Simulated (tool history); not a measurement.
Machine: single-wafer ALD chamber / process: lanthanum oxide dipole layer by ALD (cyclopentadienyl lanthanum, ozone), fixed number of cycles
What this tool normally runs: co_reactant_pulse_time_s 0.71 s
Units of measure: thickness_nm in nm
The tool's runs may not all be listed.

run   hour  co_reactant_pulse_time_s  read-back reference wafer on the same gauge, thickness_nm  thickness_nm
  1    0.0                      0.60                                                      0.477         0.426
      15.1  -- ozone generator serviced
  2   20.6                      0.82                                                      0.477         0.458
  3   49.6                      0.82                                                      0.477         0.461
  4   82.9                      0.71                                                      0.477         0.443
  5  114.2                      0.71                                                      0.478         0.440
  6  145.8                      0.71                                                      0.477         0.438
     164.1  -- gauge calibrated
  7  176.8                      0.91                                                      0.477         0.465
  8  189.8                      0.91                                                      0.477         0.475
  9  223.9                      0.91                                                      0.477         0.471
 10  245.2                      0.71                                                      0.476         0.438
 11  279.7                      0.99                                                      0.477         0.476
 12  300.5                      0.93                                                      0.477         0.474
 13  317.8                      0.43                                                      0.477         0.384
 14  339.1                      0.90                                                      0.477         0.469
     369.9  -- showerhead replaced
 15  374.6                      0.89                                                      0.477         0.466
     384.7  -- thermocouple changed; heater temperature recalibrated
 16  402.3                      0.62                                                      0.477         0.426
 17  428.7                      0.71                                                      0.477         0.442
 18  462.6                      0.49                                                      0.477         0.403
 19  487.6                      0.71                                                      0.477         0.446
 20  505.6                      0.86                                                      0.477         0.466
 21  522.7                      0.53                                                      0.477         0.406
 22  541.2                      0.50                                                      0.477         0.398
 23  554.0                      0.80                                                      0.477         0.453
 24  589.5                      0.71                                                      0.477         0.438
 25  607.4                      0.71                                                      0.477         0.443
 26  640.5                      0.71                                                      0.477         0.439
 27  708.4                      0.63                                                      0.477         0.424
 28  740.5                      0.96                                                      0.477         0.477
 29  753.7                      0.85                                                      0.477         0.462
 30  785.7                      0.71                                                      0.478         0.438
     797.2  -- ozone generator serviced
 31  804.1                      0.50                                                      0.477         0.401
 32  822.4                      0.71                                                      0.477         0.441
 33  899.5                      0.54                                                      0.477         0.404

State the hidden condition of the tool at each of the runs:
wafer temperature above the value expected at the setpoint (K): 0 across all the runs
ozone dose above that of a generator just serviced (%): 0 across all the runs
gauge reads high (%): 0 across all the runs
